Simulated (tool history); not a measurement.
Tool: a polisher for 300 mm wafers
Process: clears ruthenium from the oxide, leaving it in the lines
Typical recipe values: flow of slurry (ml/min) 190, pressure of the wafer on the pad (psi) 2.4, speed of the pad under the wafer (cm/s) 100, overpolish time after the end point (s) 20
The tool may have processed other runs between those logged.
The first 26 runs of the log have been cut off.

run,hour,flow of slurry (ml/min),pressure of the wafer on the pad (psi),speed of the pad under the wafer (cm/s),overpolish time after the end point (s),wafers since the last listed run,wafers polished on this pad,hours since the slurry nozzle was cleaned,hours since the head pressure was calibrated,"incoming thickness of the incoming film, nm",time until the end point was called (s)
# hour 1769.5: head pressure recalibrated
27,1791.1,190,1.9,100,30,446,1336,365.5,21.6,120.9,111.7
28,1877.7,190,2.4,100,20,575,1911,452.1,108.2,121.3,89.2
29,1984.3,190,2.4,100,20,708,2619,558.7,214.8,120.5,92.1
# hour 2059.0: slurry nozzle cleaned
30,2083.3,230,2.4,66,15,651,3270,24.3,313.8,120.9,131.7
# hour 2182.9: worn pad replaced by a new one
31,2183.4,190,2.4,100,26,638,3,124.4,413.9,120.0,93.6
# hour 2364.2: head pressure recalibrated
32,2449.2,190,2.9,100,29,1752,1755,390.2,85.0,120.1,75.9
33,2533.1,160,2.4,100,20,557,2313,474.1,168.9,121.2,95.4
34,2574.8,190,2.4,100,20,277,2590,515.8,210.6,120.4,90.8
35,2666.9,190,2.4,76,20,611,3202,607.9,302.7,120.0,116.3
# hour 2721.5: slurry nozzle cleaned
36,2731.8,225,2.4,100,10,424,3626,10.3,367.6,120.1,92.8
# hour 2820.6: worn pad replaced by a new one
37,2847.6,225,3.1,128,20,742,179,126.1,483.4,119.8,58.1

Alternative continuations, all from the tool just after run 37; predict every row:
A,2848.0,190,2.4,100,20,2,181,126.5,483.8,118.1,?
B,2848.0,230,2.4,100,20,2,181,126.5,483.8,118.1,?
C,2848.0,190,2.4,66,20,2,181,126.5,483.8,118.1,?

run,time until the end point was called (s)
A,94.4
B,91.9
C,143.0
Without the tool's hidden state the same runs would have given:
run,time until the end point was called (s)
A,86.0
B,83.7
C,130.3
